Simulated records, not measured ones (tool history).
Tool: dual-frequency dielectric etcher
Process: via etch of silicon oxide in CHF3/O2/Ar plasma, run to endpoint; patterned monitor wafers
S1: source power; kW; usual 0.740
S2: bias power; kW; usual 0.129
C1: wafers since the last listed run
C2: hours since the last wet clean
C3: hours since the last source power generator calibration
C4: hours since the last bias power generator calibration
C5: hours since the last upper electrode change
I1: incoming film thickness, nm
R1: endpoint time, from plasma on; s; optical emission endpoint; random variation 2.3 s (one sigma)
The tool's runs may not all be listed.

run,hour,S1,S2,C1,C2,C3,C4,C5,I1,R1
1,0.0,0.740,0.129,0,96.8,2779.9,3219.8,2796.9,592.6,327.3
2,27.4,0.740,0.129,147,124.2,2807.3,3247.2,2824.3,598.5,331.6
3,58.7,0.740,0.129,168,155.5,2838.6,3278.5,2855.6,590.2,325.6
4,114.2,0.740,0.129,298,211.0,2894.1,3334.0,2911.1,592.0,323.7
5,150.0,0.740,0.129,192,246.8,2929.9,3369.8,2946.9,597.0,330.3
# hour 170.8: bias power generator calibrated
6,181.2,0.740,0.129,146,278.0,2961.1,10.4,2978.1,598.4,329.4
7,198.0,0.740,0.129,90,294.8,2977.9,27.2,2994.9,589.2,317.8
# hour 229.8: upper electrode replaced
8,230.8,0.740,0.117,47,327.6,3010.7,60.0,1.0,594.0,334.6
9,248.2,0.740,0.117,93,345.0,3028.1,77.4,18.4,590.4,328.3
10,274.0,0.740,0.129,138,370.8,3053.9,103.2,44.2,590.5,316.7
# hour 375.8: wet clean of the chamber
11,376.3,0.660,0.112,420,0.5,3156.2,205.5,146.5,593.1,387.8
12,381.0,0.800,0.108,25,5.2,3160.9,210.2,151.2,598.6,372.0
13,395.1,0.740,0.129,75,19.3,3175.0,224.3,165.3,596.1,351.3
# hour 411.4: source power generator calibrated
14,430.4,0.740,0.129,168,54.6,19.0,259.6,200.6,591.3,353.1
# hour 469.8: wet clean of the chamber, repeated, since the last time left the tool worse
15,470.3,0.870,0.129,85,0.5,58.9,299.5,240.5,596.7,315.1
16,491.9,0.590,0.151,116,22.1,80.5,321.1,262.1,591.7,329.7
17,507.3,0.670,0.155,82,37.5,95.9,336.5,277.5,596.6,315.1
18,527.9,0.740,0.121,110,58.1,116.5,357.1,298.1,596.6,341.7
19,563.7,0.740,0.129,192,93.9,152.3,392.9,333.9,593.0,330.3

3 ways to go on from here, each from the tool as it stands after run 19. What would each give?
A,564.2,0.610,0.129,2,94.4,152.8,393.4,334.4,587.6,?
B,564.2,0.880,0.117,2,94.4,152.8,393.4,334.4,587.6,?
C,564.2,0.910,0.098,2,94.4,152.8,393.4,334.4,587.6,?

run,R1
A,341.3
B,318.6
C,338.2
Without the tool's hidden state the same runs would have given:
run,R1
A,343.7
B,320.8
C,340.6
